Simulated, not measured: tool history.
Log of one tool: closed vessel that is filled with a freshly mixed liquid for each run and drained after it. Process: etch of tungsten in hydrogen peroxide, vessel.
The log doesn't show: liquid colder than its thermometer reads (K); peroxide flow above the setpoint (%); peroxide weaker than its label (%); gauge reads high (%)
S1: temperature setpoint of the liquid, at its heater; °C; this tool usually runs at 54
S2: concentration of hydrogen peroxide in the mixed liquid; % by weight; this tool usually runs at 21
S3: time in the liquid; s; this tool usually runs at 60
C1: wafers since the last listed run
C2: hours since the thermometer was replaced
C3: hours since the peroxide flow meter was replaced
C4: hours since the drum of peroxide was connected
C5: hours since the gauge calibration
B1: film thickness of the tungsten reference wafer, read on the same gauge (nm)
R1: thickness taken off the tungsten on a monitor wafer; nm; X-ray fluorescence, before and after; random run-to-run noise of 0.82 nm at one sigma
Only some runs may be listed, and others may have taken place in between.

{"run": 1, "hour": 0.0, "S1": 54, "S2": 24, "S3": 60, "C1": 0, "C2": 1344.4, "C3": 790.7, "C4": 904.6, "C5": 1092.4, "B1": 29.97, "R1": 93.15}
{"run": 2, "hour": 56.0, "S1": 54, "S2": 24, "S3": 60, "C1": 3495, "C2": 1400.4, "C3": 846.7, "C4": 960.6, "C5": 1148.4, "B1": 30.01, "R1": 91.79}
{"hour": 98.7, "done": "peroxide flow meter replaced"}
{"run": 3, "hour": 112.1, "S1": 54, "S2": 24, "S3": 60, "C1": 3439, "C2": 1456.5, "C3": 13.4, "C4": 1016.7, "C5": 1204.5, "B1": 30, "R1": 87.91}
{"hour": 115.2, "done": "gauge calibrated"}
{"run": 4, "hour": 138.0, "S1": 54, "S2": 19, "S3": 60, "C1": 1616, "C2": 1482.4, "C3": 39.3, "C4": 1042.6, "C5": 22.8, "B1": 29.99, "R1": 78.48}
{"run": 5, "hour": 200.0, "S1": 54, "S2": 19, "S3": 60, "C1": 3870, "C2": 1544.4, "C3": 101.3, "C4": 1104.6, "C5": 84.8, "B1": 29.95, "R1": 79.37}
{"run": 6, "hour": 249.8, "S1": 54, "S2": 19, "S3": 60, "C1": 3108, "C2": 1594.2, "C3": 151.1, "C4": 1154.4, "C5": 134.6, "B1": 29.99, "R1": 80.27}
{"run": 7, "hour": 276.3, "S1": 54, "S2": 21, "S3": 35, "C1": 1654, "C2": 1620.7, "C3": 177.6, "C4": 1180.9, "C5": 161.1, "B1": 29.99, "R1": 48.73}
{"run": 8, "hour": 332.2, "S1": 54, "S2": 21, "S3": 35, "C1": 3489, "C2": 1676.6, "C3": 233.5, "C4": 1236.8, "C5": 217, "B1": 30, "R1": 48.8}
{"run": 9, "hour": 358.9, "S1": 54, "S2": 21, "S3": 50, "C1": 1666, "C2": 1703.3, "C3": 260.2, "C4": 1263.5, "C5": 243.7, "B1": 29.96, "R1": 71.17}
{"run": 10, "hour": 412.1, "S1": 49, "S2": 21, "S3": 85, "C1": 3321, "C2": 1756.5, "C3": 313.4, "C4": 1316.7, "C5": 296.9, "B1": 29.97, "R1": 89.66}
{"run": 11, "hour": 445.3, "S1": 54, "S2": 26, "S3": 60, "C1": 2072, "C2": 1789.7, "C3": 346.6, "C4": 1349.9, "C5": 330.1, "B1": 30.01, "R1": 92.53}
{"run": 12, "hour": 514.7, "S1": 54, "S2": 21, "S3": 60, "C1": 4332, "C2": 1859.1, "C3": 416, "C4": 1419.3, "C5": 399.5, "B1": 30.03, "R1": 85.4}
{"hour": 520.2, "done": "new drum of peroxide connected"}
{"hour": 570.7, "done": "thermometer replaced"}
{"run": 13, "hour": 578.6, "S1": 44.5, "S2": 21, "S3": 70, "C1": 3864, "C2": 7.9, "C3": 479.9, "C4": 58.4, "C5": 463.4, "B1": 29.98, "R1": 55.11}
{"run": 14, "hour": 641.5, "S1": 47, "S2": 27, "S3": 85, "C1": 3926, "C2": 70.8, "C3": 542.8, "C4": 121.3, "C5": 526.3, "B1": 29.99, "R1": 89.49}
{"run": 15, "hour": 712.6, "S1": 54, "S2": 21, "S3": 60, "C1": 4438, "C2": 141.9, "C3": 613.9, "C4": 192.4, "C5": 597.4, "B1": 30, "R1": 85.81}
{"run": 16, "hour": 756.5, "S1": 54, "S2": 21, "S3": 60, "C1": 2740, "C2": 185.8, "C3": 657.8, "C4": 236.3, "C5": 641.3, "B1": 30.01, "R1": 86.34}
{"run": 17, "hour": 802.4, "S1": 54, "S2": 19, "S3": 60, "C1": 2865, "C2": 231.7, "C3": 703.7, "C4": 282.2, "C5": 687.2, "B1": 30.01, "R1": 81.77}
{"run": 18, "hour": 831.8, "S1": 54, "S2": 19, "S3": 60, "C1": 1835, "C2": 261.1, "C3": 733.1, "C4": 311.6, "C5": 716.6, "B1": 29.97, "R1": 81.08}
{"run": 19, "hour": 874.6, "S1": 54, "S2": 16, "S3": 60, "C1": 2671, "C2": 303.9, "C3": 775.9, "C4": 354.4, "C5": 759.4, "B1": 30, "R1": 75.16}
{"run": 20, "hour": 915.8, "S1": 44, "S2": 18, "S3": 30, "C1": 2571, "C2": 345.1, "C3": 817.1, "C4": 395.6, "C5": 800.6, "B1": 29.98, "R1": 21.5}
{"run": 21, "hour": 957.6, "S1": 59, "S2": 21, "S3": 85, "C1": 2609, "C2": 386.9, "C3": 858.9, "C4": 437.4, "C5": 842.4, "B1": 29.98, "R1": 165.36}
{"run": 22, "hour": 985.0, "S1": 49.5, "S2": 16, "S3": 70, "C1": 1710, "C2": 414.3, "C3": 886.3, "C4": 464.8, "C5": 869.8, "B1": 29.99, "R1": 68.45}
{"run": 23, "hour": 1027.7, "S1": 60.5, "S2": 26, "S3": 35, "C1": 2665, "C2": 457, "C3": 929, "C4": 507.5, "C5": 912.5, "B1": 29.95, "R1": 83.27}
{"run": 24, "hour": 1062.2, "S1": 62, "S2": 21, "S3": 75, "C1": 2153, "C2": 491.5, "C3": 963.5, "C4": 542, "C5": 947, "B1": 29.98, "R1": 175.13}
{"run": 25, "hour": 1126.2, "S1": 54, "S2": 21, "S3": 60, "C1": 3995, "C2": 555.5, "C3": 1027.5, "C4": 606, "C5": 1011, "B1": 30, "R1": 88.49}
{"run": 26, "hour": 1156.0, "S1": 63, "S2": 23, "S3": 40, "C1": 1860, "C2": 585.3, "C3": 1057.3, "C4": 635.8, "C5": 1040.8, "B1": 29.98, "R1": 103.77}
{"run": 27, "hour": 1187.1, "S1": 54, "S2": 21, "S3": 60, "C1": 1941, "C2": 616.4, "C3": 1088.4, "C4": 666.9, "C5": 1071.9, "B1": 30.03, "R1": 89.18}
{"hour": 1188.5, "done": "gauge calibrated"}
{"hour": 1208.6, "done": "peroxide flow meter replaced"}
{"run": 28, "hour": 1235.3, "S1": 59, "S2": 16, "S3": 60, "C1": 2946, "C2": 664.6, "C3": 26.7, "C4": 715.1, "C5": 46.8, "B1": 29.97, "R1": 98.62}
{"run": 29, "hour": 1283.1, "S1": 54, "S2": 21, "S3": 60, "C1": 2983, "C2": 712.4, "C3": 74.5, "C4": 762.9, "C5": 94.6, "B1": 29.98, "R1": 83.79}

A few steps of R1 between consecutive runs. Split each: what settings, incoming material and random variation would produce without the hidden state, and what is left over for the hidden state, along with gauge scatter present in only one of the two compared results (measured, and without hidden state):
Run 20 -> 21: S1 44 -> 59, S2 18 -> 21, S3 30 -> 85. R1 +143.86 nm: hidden state +7.3, all else +136.56.
Run 21 -> 22: S1 59 -> 49.5, S2 21 -> 16, S3 85 -> 70. R1 -96.91 nm: hidden state -4.78, all else -92.13.
Run 23 -> 24: S1 60.5 -> 62, S2 26 -> 21, S3 35 -> 75. R1 +91.86 nm: hidden state +5.28, all else +86.58.

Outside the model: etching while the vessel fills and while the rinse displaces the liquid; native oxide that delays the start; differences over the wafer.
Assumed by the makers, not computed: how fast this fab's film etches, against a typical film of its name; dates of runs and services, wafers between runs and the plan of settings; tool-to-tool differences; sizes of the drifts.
